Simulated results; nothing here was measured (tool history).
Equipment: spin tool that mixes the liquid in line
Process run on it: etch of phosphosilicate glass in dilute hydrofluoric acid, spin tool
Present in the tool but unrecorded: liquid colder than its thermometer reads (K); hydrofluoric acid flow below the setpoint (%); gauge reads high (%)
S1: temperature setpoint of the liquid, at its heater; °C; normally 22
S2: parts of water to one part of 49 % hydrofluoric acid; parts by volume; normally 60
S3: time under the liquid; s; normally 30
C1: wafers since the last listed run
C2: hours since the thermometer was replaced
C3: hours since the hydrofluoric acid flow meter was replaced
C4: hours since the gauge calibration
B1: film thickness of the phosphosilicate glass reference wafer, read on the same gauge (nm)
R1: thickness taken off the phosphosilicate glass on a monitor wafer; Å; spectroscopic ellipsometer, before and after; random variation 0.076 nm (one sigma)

Run 1, hour 0: usual settings but S2 40 parts by volume; C1 0; C2 2258.3; C3 1478.1; C4 13.1; B1 49.99. Result: R1 400.3 Å.
Run 2, hour 9: usual settings but S2 40 parts by volume; C1 155; C2 2267.3; C3 1487.1; C4 22.1; B1 49.99. Result: R1 401.4 Å.
Run 3, hour 26.3: usual settings but S2 70 parts by volume; C1 299; C2 2284.6; C3 1504.4; C4 39.4; B1 49.98. Result: R1 219 Å.
Run 4, hour 39.7: usual settings but S2 70 parts by volume; C1 231; C2 2298; C3 1517.8; C4 52.8; B1 50. Result: R1 218.6 Å.
Run 5, hour 46: usual settings; C1 108; C2 2304.3; C3 1524.1; C4 59.1; B1 50. Result: R1 258.8 Å.
Run 6, hour 62.8: usual settings; C1 290; C2 2321.1; C3 1540.9; C4 75.9; B1 50. Result: R1 259.6 Å.
Run 7, hour 69.3: usual settings; C1 112; C2 2327.6; C3 1547.4; C4 82.4; B1 49.98. Result: R1 257.9 Å.
Run 8, hour 85.4: usual settings but S2 50 parts by volume, S3 45 s; C1 278; C2 2343.7; C3 1563.5; C4 98.5; B1 50. Result: R1 471.3 Å.
At hour 91.3: thermometer replaced.
Run 9, hour 96.3: usual settings; C1 171; C2 5; C3 1574.4; C4 109.4; B1 50.02. Result: R1 259.3 Å.
Run 10, hour 105: usual settings but S3 40 s; C1 150; C2 13.7; C3 1583.1; C4 118.1; B1 49.99. Result: R1 343.7 Å.
At hour 109.4: hydrofluoric acid flow meter replaced.
Run 11, hour 121.8: usual settings but S1 26 °C, S2 75 parts by volume, S3 25 s; C1 273; C2 30.5; C3 12.4; C4 134.9; B1 49.99. Result: R1 181.6 Å.
At hour 126.6: gauge calibrated.
At hour 134.4: hydrofluoric acid flow meter replaced, repeated, since the last time left the tool worse.
Run 12, hour 134.9: usual settings but S2 45 parts by volume, S3 15 s; C1 209; C2 43.6; C3 0.5; C4 8.3; B1 50. Result: R1 189.9 Å.
Run 13, hour 142.1: usual settings but S2 35 parts by volume, S3 15 s; C1 124; C2 50.8; C3 7.7; C4 15.5; B1 49.98. Result: R1 246.6 Å.
Run 14, hour 159.7: usual settings but S1 24 °C, S3 35 s; C1 304; C2 68.4; C3 25.3; C4 33.1; B1 50.01. Result: R1 352.5 Å.
Run 15, hour 176.2: usual settings but S1 17.5 °C, S2 80 parts by volume, S3 20 s; C1 285; C2 84.9; C3 41.8; C4 49.6; B1 50.01. Result: R1 112.6 Å.

Consider 5 possible next runs. They are alternatives, not a sequence: every one starts from the tool as it was left by run 15. What does each give?
Run A, hour 176.6: usual settings but S2 45 parts by volume; C1 6; C2 85.3; C3 42.2; C4 50; B1 ?. Result: R1 ?.
Run B, hour 176.6: usual settings but S1 20.5 °C, S3 35 s; C1 6; C2 85.3; C3 42.2; C4 50; B1 ?. Result: R1 ?.
Run C, hour 176.6: usual settings but S1 17.5 °C, S3 15 s; C1 6; C2 85.3; C3 42.2; C4 50; B1 ?. Result: R1 ?.
Run D, hour 176.6: usual settings but S2 50 parts by volume, S3 15 s; C1 6; C2 85.3; C3 42.2; C4 50; B1 ?. Result: R1 ?.
Run E, hour 176.6: usual settings but S1 18.5 °C, S3 45 s; C1 6; C2 85.3; C3 42.2; C4 50; B1 ?. Result: R1 ?.

run     B1     R1
  A  50.02  377.9
  B  50.02  304.8
  C  50.02    115
  D  50.02    169
  E  50.02    360
With no hidden state in the tool, these same runs would have given:
run     R1
  A  384.8
  B  310.3
  C  117.1
  D  172.1
  E  366.6

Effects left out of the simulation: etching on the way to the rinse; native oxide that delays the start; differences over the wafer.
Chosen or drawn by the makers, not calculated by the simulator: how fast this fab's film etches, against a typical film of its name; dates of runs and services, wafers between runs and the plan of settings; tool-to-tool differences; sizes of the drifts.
